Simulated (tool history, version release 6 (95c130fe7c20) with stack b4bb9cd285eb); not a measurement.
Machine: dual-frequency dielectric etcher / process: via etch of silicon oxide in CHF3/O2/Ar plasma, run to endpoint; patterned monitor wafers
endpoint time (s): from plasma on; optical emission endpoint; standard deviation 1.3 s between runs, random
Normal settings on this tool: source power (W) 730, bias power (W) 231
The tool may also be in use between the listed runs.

run,hour,source power (W),bias power (W),wafers since the last listed run,hours since the last wet clean,hours since the last source power generator calibration,hours since the last bias power generator calibration,hours since the last upper electrode change,"incoming incoming film thickness, nm",endpoint time (s)
1,0.0,730,231,0,451.6,4516.0,2253.9,2413.9,592.9,294.0
2,11.1,730,231,46,462.7,4527.1,2265.0,2425.0,596.5,297.4
3,20.6,730,276,39,472.2,4536.6,2274.5,2434.5,596.6,275.0
4,36.3,730,276,65,487.9,4552.3,2290.2,2450.2,591.1,272.8
5,53.5,730,276,71,505.1,4569.5,2307.4,2467.4,600.3,278.4
6,66.8,730,201,55,518.4,4582.8,2320.7,2480.7,596.9,316.5
# hour 100.5: upper electrode replaced
7,101.0,730,201,42,552.6,4617.0,2354.9,0.5,601.0,317.5
8,132.8,730,244,132,584.4,4648.8,2386.7,32.3,592.0,290.5
9,139.5,730,244,27,591.1,4655.5,2393.4,39.0,594.9,292.2
# hour 147.1: source power generator calibrated
10,154.1,730,231,44,605.7,7.0,2408.0,53.6,595.5,297.7
# hour 184.7: wet clean of the chamber
11,185.2,730,231,29,0.5,38.1,2439.1,84.7,602.0,270.7
12,185.6,730,282,1,0.9,38.5,2439.5,85.1,598.7,247.0
13,190.7,560,253,21,6.0,43.6,2444.6,90.2,599.7,304.0
14,198.5,790,179,32,13.8,51.4,2452.4,98.0,599.4,288.3
15,215.7,560,249,71,31.0,68.6,2469.6,115.2,602.1,311.5
16,224.7,790,188,37,40.0,77.6,2478.6,124.2,598.2,282.2
# hour 235.7: bias power generator calibrated
# hour 254.1: wet clean of the chamber, repeated, since the last time left the tool worse
17,254.6,730,231,31,0.5,107.5,18.9,154.1,605.1,287.7
18,255.0,730,183,1,0.9,107.9,19.3,154.5,593.0,314.6
19,269.6,650,214,60,15.5,122.5,33.9,169.1,605.6,321.0
20,282.7,730,201,54,28.6,135.6,47.0,182.2,600.3,306.1
21,297.1,730,244,59,43.0,150.0,61.4,196.6,596.4,280.9
22,305.2,680,181,33,51.1,158.1,69.5,204.7,595.7,330.3

4 ways to go on from here, each from the tool as it stands after run 22. What would each give?
A,305.7,670,231,2,51.6,158.6,70.0,205.2,599.6,?
B,305.7,670,207,2,51.6,158.6,70.0,205.2,599.6,?
C,305.7,630,231,2,51.6,158.6,70.0,205.2,599.6,?
D,305.7,640,273,2,51.6,158.6,70.0,205.2,599.6,?

run,endpoint time (s)
A,306.0
B,320.4
C,317.8
D,293.3
Had the tool no hidden state, the same runs would have come out as:
run,endpoint time (s)
A,306.2
B,320.6
C,318.0
D,293.5
